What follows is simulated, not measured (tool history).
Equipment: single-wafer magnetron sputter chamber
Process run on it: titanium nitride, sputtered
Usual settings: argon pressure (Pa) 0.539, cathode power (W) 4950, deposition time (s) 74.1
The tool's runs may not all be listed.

run,hour,argon pressure (Pa),cathode power (W),deposition time (s),wafers since the last listed run,wafers on the sputter target,hours since the last manometer calibration,hours since the magnet pack was replaced,hours since the gauge calibration,"read-back reference wafer on the same gauge, thickness_nm",mean film thickness on the monitor wafer (Å)
1,0.0,0.539,4950,74.1,0,5247,1860.3,4573.8,860.6,64.617,663.94
2,66.6,0.539,4950,74.1,1357,6604,1926.9,4640.4,927.2,64.630,656.96
# hour 126.2: sputter target and shields replaced
3,172.9,0.539,4950,74.1,2003,951,2033.2,4746.7,1033.5,64.630,666.97
4,260.5,0.539,4950,74.1,1785,2736,2120.8,4834.3,1121.1,64.574,661.55
5,301.6,0.539,4950,74.1,837,3574,2161.9,4875.4,1162.2,64.564,667.58
# hour 366.6: gauge calibrated
6,381.2,0.539,4000,81.2,1622,5196,2241.5,4955.0,14.6,64.566,584.76
7,456.9,0.539,4000,81.2,1542,6739,2317.2,5030.7,90.3,64.634,584.05
# hour 531.9: sputter target and shields replaced
8,556.1,0.539,4950,74.1,1858,493,2416.4,5129.9,189.5,64.648,669.22
9,609.0,0.539,4000,81.2,1078,1571,2469.3,5182.8,242.4,64.575,585.89
10,684.3,0.539,4950,87.4,1534,3106,2544.6,5258.1,317.7,64.619,780.29
# hour 746.5: capacitance manometer re-zeroed and calibrated
11,784.8,0.433,4950,84.0,1885,4991,38.3,5358.6,418.2,64.582,787.62
12,891.8,0.539,4950,74.1,2180,7172,145.3,5465.6,525.2,64.603,657.93
# hour 922.6: magnet pack replaced
# hour 931.8: sputter target and shields replaced
13,989.3,0.688,4950,74.1,1661,1172,242.8,66.7,622.7,64.587,619.91
14,1070.8,0.539,4950,87.1,1661,2833,324.3,148.2,704.2,64.634,781.81
15,1165.3,0.690,4950,69.4,1926,4759,418.8,242.7,798.7,64.607,568.01

Here are 3 independent what-if runs from the current tool condition. What would each one return?
A,1165.7,0.724,4950,74.1,8,4768,419.2,243.1,799.1,?,?
B,1165.7,0.539,5900,74.1,8,4768,419.2,243.1,799.1,?,?
C,1165.7,0.655,5900,86.4,8,4768,419.2,243.1,799.1,?,?

run,"read-back reference wafer on the same gauge, thickness_nm",mean film thickness on the monitor wafer (Å)
A,64.577,593.48
B,64.577,780.79
C,64.577,855.36
Take away the tool's hidden state, keep each run's random variation, and the runs would have read:
run,mean film thickness on the monitor wafer (Å)
A,606.94
B,798.50
C,874.76
